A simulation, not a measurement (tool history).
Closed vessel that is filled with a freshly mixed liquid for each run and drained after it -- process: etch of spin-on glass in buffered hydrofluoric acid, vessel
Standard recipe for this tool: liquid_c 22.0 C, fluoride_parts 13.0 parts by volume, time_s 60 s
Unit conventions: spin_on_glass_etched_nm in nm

run     day  liquid_c  fluoride_parts  time_s  wafers since the last listed run  hours since the thermometer was replaced  hours since the hydrofluoric acid flow meter was replaced  hours since the gauge calibration  read-back film thickness of the spin-on glass reference wafer, read on the same gauge (nm)  spin_on_glass_etched_nm
  1   0.000      22.0            13.0      60                                 0                                    1423.2                                                      931.6                              702.5                                                                                       30.03                   129.27
  2   1.588      22.0            13.0      60                              4101                                    1461.3                                                      969.7                              740.6                                                                                       30.02                   130.58
  3   3.238      22.0            13.0      60                              4263                                    1500.9                                                     1009.3                              780.2                                                                                       30.02                   129.53
  4   5.108      22.0            13.0      60                              4833                                    1545.8                                                     1054.2                              825.1                                                                                       29.97                   130.79
  5   6.242      22.0            13.0      60                              2928                                    1573.0                                                     1081.4                              852.3                                                                                       30.04                   130.95
  6   7.404      22.0            13.0      60                              3003                                    1600.9                                                     1109.3                              880.2                                                                                       29.95                   131.72
  7   8.554      22.0            13.0      60                              2971                                    1628.5                                                     1136.9                              907.8                                                                                       29.99                   130.79
  8  11.438      24.0            13.0      40                              7449                                    1697.7                                                     1206.1                              977.0                                                                                       30.02                    98.59
  9  13.200      22.0            13.0      60                              4553                                    1740.0                                                     1248.4                             1019.3                                                                                       29.99                   131.81
 10  15.808      22.0            13.0      60                              6739                                    1802.6                                                     1311.0                             1081.9                                                                                       30.05                   133.29
 11  17.608      22.0            13.0      60                              4650                                    1845.8                                                     1354.2                             1125.1                                                                                       30.05                   133.14
 12  19.825      21.0            14.5      60                              5727                                    1899.0                                                     1407.4                             1178.3                                                                                       30.02                   113.83
     27.217  -- gauge calibrated
 13  27.783      21.0            14.5      60                             20561                                    2090.0                                                     1598.4                               13.6                                                                                       30.01                   115.01
 14  29.125      22.0            13.0      60                              3466                                    2122.2                                                     1630.6                               45.8                                                                                       30.00                   135.70
 15  30.383      22.0            13.0      60                              3251                                    2152.4                                                     1660.8                               76.0                                                                                       30.02                   134.86
     31.508  -- hydrofluoric acid flow meter replaced
 16  32.562      17.5            13.0      60                              5522                                    2204.7                                                       25.3                              128.3                                                                                       30.01                   106.05
 17  34.104      18.5            13.0      60                              3983                                    2241.7                                                       62.3                              165.3                                                                                       29.96                   112.16
 18  35.979      22.0            13.0      60                              4844                                    2286.7                                                      107.3                              210.3                                                                                       30.03                   134.52
 19  38.117      22.0            17.0      60                              5522                                    2338.0                                                      158.6                              261.6                                                                                       29.97                   104.71
     38.438  -- thermometer replaced
 20  39.208      17.0             8.5      35                              2712                                      18.5                                                      184.8                              287.8                                                                                       29.99                    77.84
 21  40.879      22.0            10.5      60                              4316                                      58.6                                                      224.9                              327.9                                                                                       29.98                   148.94
 22  43.262      22.0            16.0      80                              6157                                     115.8                                                      282.1                              385.1                                                                                       30.03                   131.13
 23  44.892      22.0            16.5      85                              4209                                     154.9                                                      321.2                              424.2                                                                                       29.99                   134.85
 24  46.133      22.0            13.0      60                              3208                                     184.7                                                      351.0                              454.0                                                                                       29.99                   120.84
 25  47.992      22.0            13.0      45                              4801                                     229.3                                                      395.6                              498.6                                                                                       30.01                    91.95
 26  49.538      18.0            10.5      75                              3993                                     266.4                                                      432.7                              535.7                                                                                       30.02                   150.90

Run 27 comes next. What will it give?
 27  51.975      22.0            13.0      60                              6297                                     324.9                                                      491.2                              594.2                                                                                           ?                        ?

{"run 27": {"read-back film thickness of the spin-on glass reference wafer, read on the same gauge (nm)": 29.97, "spin_on_glass_etched_nm": 122.42}}
On a tool with no hidden condition, and with the same random variation, this run would have come out at spin_on_glass_etched_nm 118.89 nm.
